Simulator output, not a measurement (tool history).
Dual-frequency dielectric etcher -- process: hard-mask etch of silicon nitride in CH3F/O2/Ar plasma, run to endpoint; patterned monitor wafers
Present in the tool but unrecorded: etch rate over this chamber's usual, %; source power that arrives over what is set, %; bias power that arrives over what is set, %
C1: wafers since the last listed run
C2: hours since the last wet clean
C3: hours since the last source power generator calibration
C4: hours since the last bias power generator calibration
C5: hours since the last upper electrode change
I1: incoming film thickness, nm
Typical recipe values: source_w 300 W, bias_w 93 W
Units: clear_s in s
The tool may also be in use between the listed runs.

Run 1, hour 0.0: usual settings; C1 0; C2 115.1; C3 2718.9; C4 1763.3; C5 4249.1; I1 34.84. Result: clear_s 52.4 s.
Run 2, hour 38.0: usual settings; C1 548; C2 153.1; C3 2756.9; C4 1801.3; C5 4287.1; I1 35.01. Result: clear_s 52.8 s.
Run 3, hour 136.3: usual settings; C1 1417; C2 251.4; C3 2855.2; C4 1899.6; C5 4385.4; I1 34.79. Result: clear_s 52.1 s.
Run 4, hour 185.6: usual settings but source_w 260 W; C1 711; C2 300.7; C3 2904.5; C4 1948.9; C5 4434.7; I1 34.71. Result: clear_s 55.0 s.
Run 5, hour 258.4: usual settings but source_w 260 W; C1 1050; C2 373.5; C3 2977.3; C4 2021.7; C5 4507.5; I1 34.67. Result: clear_s 54.9 s.
Run 6, hour 322.6: usual settings; C1 926; C2 437.7; C3 3041.5; C4 2085.9; C5 4571.7; I1 34.73. Result: clear_s 51.6 s.
At hour 356.3: wet clean of the chamber.
Run 7, hour 403.3: usual settings; C1 817; C2 47.0; C3 3122.2; C4 2166.6; C5 4652.4; I1 34.97. Result: clear_s 53.0 s.
Run 8, hour 471.1: usual settings; C1 977; C2 114.8; C3 3190.0; C4 2234.4; C5 4720.2; I1 34.71. Result: clear_s 52.7 s.
Run 9, hour 564.4: usual settings but bias_w 78 W; C1 1345; C2 208.1; C3 3283.3; C4 2327.7; C5 4813.5; I1 34.90. Result: clear_s 54.4 s.
Run 10, hour 600.7: usual settings but source_w 260 W, bias_w 110 W; C1 523; C2 244.4; C3 3319.6; C4 2364.0; C5 4849.8; I1 34.92. Result: clear_s 53.5 s.
Run 11, hour 704.3: usual settings but source_w 260 W, bias_w 85 W; C1 1494; C2 348.0; C3 3423.2; C4 2467.6; C5 4953.4; I1 34.74. Result: clear_s 56.1 s.
At hour 730.6: source power generator calibrated.
Run 12, hour 767.3: usual settings but source_w 330 W, bias_w 105 W; C1 851; C2 411.0; C3 36.7; C4 2530.6; C5 5016.4; I1 34.50. Result: clear_s 48.6 s.
At hour 818.9: bias power generator calibrated.
Run 13, hour 819.4: usual settings; C1 693; C2 463.1; C3 88.8; C4 0.5; C5 5068.5; I1 34.56. Result: clear_s 51.6 s.
At hour 861.7: upper electrode replaced.
At hour 888.5: wet clean of the chamber.
Run 14, hour 889.0: usual settings but source_w 280 W; C1 311; C2 0.5; C3 158.4; C4 70.1; C5 27.3; I1 34.84. Result: clear_s 54.4 s.
Run 15, hour 934.0: usual settings but source_w 250 W, bias_w 73 W; C1 649; C2 45.5; C3 203.4; C4 115.1; C5 72.3; I1 35.39. Result: clear_s 60.1 s.
Run 16, hour 999.3: usual settings; C1 941; C2 110.8; C3 268.7; C4 180.4; C5 137.6; I1 34.83. Result: clear_s 52.6 s.
Run 17, hour 1221.9: usual settings but source_w 240 W; C1 3210; C2 333.4; C3 491.3; C4 403.0; C5 360.2; I1 34.63. Result: clear_s 56.3 s.
Run 18, hour 1283.2: usual settings but source_w 380 W; C1 884; C2 394.7; C3 552.6; C4 464.3; C5 421.5; I1 34.70. Result: clear_s 47.0 s.
Run 19, hour 1336.7: usual settings; C1 771; C2 448.2; C3 606.1; C4 517.8; C5 475.0; I1 35.07. Result: clear_s 52.3 s.

4 ways to go on from here, each from the tool as it stands after run 19. What would each give?
Run A, hour 1337.1: usual settings but bias_w 110 W; C1 5; C2 448.6; C3 606.5; C4 518.2; C5 475.4; I1 34.43. Result: clear_s ?.
Run B, hour 1337.1: usual settings but source_w 270 W, bias_w 87 W; C1 5; C2 448.6; C3 606.5; C4 518.2; C5 475.4; I1 34.43. Result: clear_s ?.
Run C, hour 1337.1: usual settings but source_w 370 W; C1 5; C2 448.6; C3 606.5; C4 518.2; C5 475.4; I1 34.43. Result: clear_s ?.
Run D, hour 1337.1: usual settings but source_w 220 W, bias_w 115 W; C1 5; C2 448.6; C3 606.5; C4 518.2; C5 475.4; I1 34.43. Result: clear_s ?.

run  clear_s
  A     49.3
  B     54.2
  C     47.3
  D     55.1
Without the tool's hidden state the same runs would have given:
run  clear_s
  A     50.3
  B     55.2
  C     48.2
  D     56.1
